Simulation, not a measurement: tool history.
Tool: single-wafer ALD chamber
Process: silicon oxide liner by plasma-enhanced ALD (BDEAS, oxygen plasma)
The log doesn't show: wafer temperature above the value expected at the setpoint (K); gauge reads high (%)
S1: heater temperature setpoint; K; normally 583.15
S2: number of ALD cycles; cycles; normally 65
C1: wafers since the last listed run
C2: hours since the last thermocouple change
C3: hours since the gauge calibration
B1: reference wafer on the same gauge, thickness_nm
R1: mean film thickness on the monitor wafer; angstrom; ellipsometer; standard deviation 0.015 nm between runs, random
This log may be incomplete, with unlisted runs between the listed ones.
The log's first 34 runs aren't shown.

{"run": 35, "hour": 862.5, "S1": 572.15, "S2": 65, "C1": 98, "C2": 332.7, "C3": 303.4, "B1": 5.783, "R1": 61.58}
{"run": 36, "hour": 882.3, "S1": 568.15, "S2": 71, "C1": 130, "C2": 352.5, "C3": 323.2, "B1": 5.781, "R1": 67.95}
{"run": 37, "hour": 917.2, "S1": 579.15, "S2": 61, "C1": 229, "C2": 387.4, "C3": 358.1, "B1": 5.785, "R1": 57.66}
{"run": 38, "hour": 949.6, "S1": 595.15, "S2": 76, "C1": 212, "C2": 419.8, "C3": 390.5, "B1": 5.796, "R1": 70.14}
{"run": 39, "hour": 978.6, "S1": 571.15, "S2": 53, "C1": 190, "C2": 448.8, "C3": 419.5, "B1": 5.792, "R1": 50.33}
{"run": 40, "hour": 991.7, "S1": 592.15, "S2": 75, "C1": 86, "C2": 461.9, "C3": 432.6, "B1": 5.809, "R1": 69.35}
{"run": 41, "hour": 1024.7, "S1": 583.15, "S2": 65, "C1": 216, "C2": 494.9, "C3": 465.6, "B1": 5.805, "R1": 60.6}
{"run": 42, "hour": 1046.4, "S1": 574.15, "S2": 65, "C1": 142, "C2": 516.6, "C3": 487.3, "B1": 5.808, "R1": 61.72}
{"run": 43, "hour": 1075.6, "S1": 583.15, "S2": 65, "C1": 191, "C2": 545.8, "C3": 516.5, "B1": 5.818, "R1": 61.09}
{"run": 44, "hour": 1104.0, "S1": 572.15, "S2": 55, "C1": 186, "C2": 574.2, "C3": 544.9, "B1": 5.819, "R1": 52.72}
{"run": 45, "hour": 1123.9, "S1": 577.15, "S2": 75, "C1": 130, "C2": 594.1, "C3": 564.8, "B1": 5.821, "R1": 71.48}
{"run": 46, "hour": 1143.0, "S1": 589.15, "S2": 75, "C1": 125, "C2": 613.2, "C3": 583.9, "B1": 5.823, "R1": 70}

5 options for the next run, each taken on its own from the tool as it stands now. Forecast them:
{"run": "A", "hour": 1143.5, "S1": 583.15, "S2": 65, "C1": 3, "C2": 613.7, "C3": 584.4, "B1": "?", "R1": "?"}
{"run": "B", "hour": 1143.5, "S1": 572.15, "S2": 70, "C1": 3, "C2": 613.7, "C3": 584.4, "B1": "?", "R1": "?"}
{"run": "C", "hour": 1143.5, "S1": 590.15, "S2": 61, "C1": 3, "C2": 613.7, "C3": 584.4, "B1": "?", "R1": "?"}
{"run": "D", "hour": 1143.5, "S1": 587.15, "S2": 65, "C1": 3, "C2": 613.7, "C3": 584.4, "B1": "?", "R1": "?"}
{"run": "E", "hour": 1143.5, "S1": 594.15, "S2": 56, "C1": 3, "C2": 613.7, "C3": 584.4, "B1": "?", "R1": "?"}

run=A B1=5.824 R1=60.92
run=B B1=5.824 R1=66.51
run=C B1=5.824 R1=56.68
run=D B1=5.824 R1=60.62
run=E B1=5.824 R1=51.77
Had the tool no hidden state, the same runs would have come out as:
run=A R1=60.17
run=B R1=65.69
run=C R1=55.97
run=D R1=59.87
run=E R1=51.13
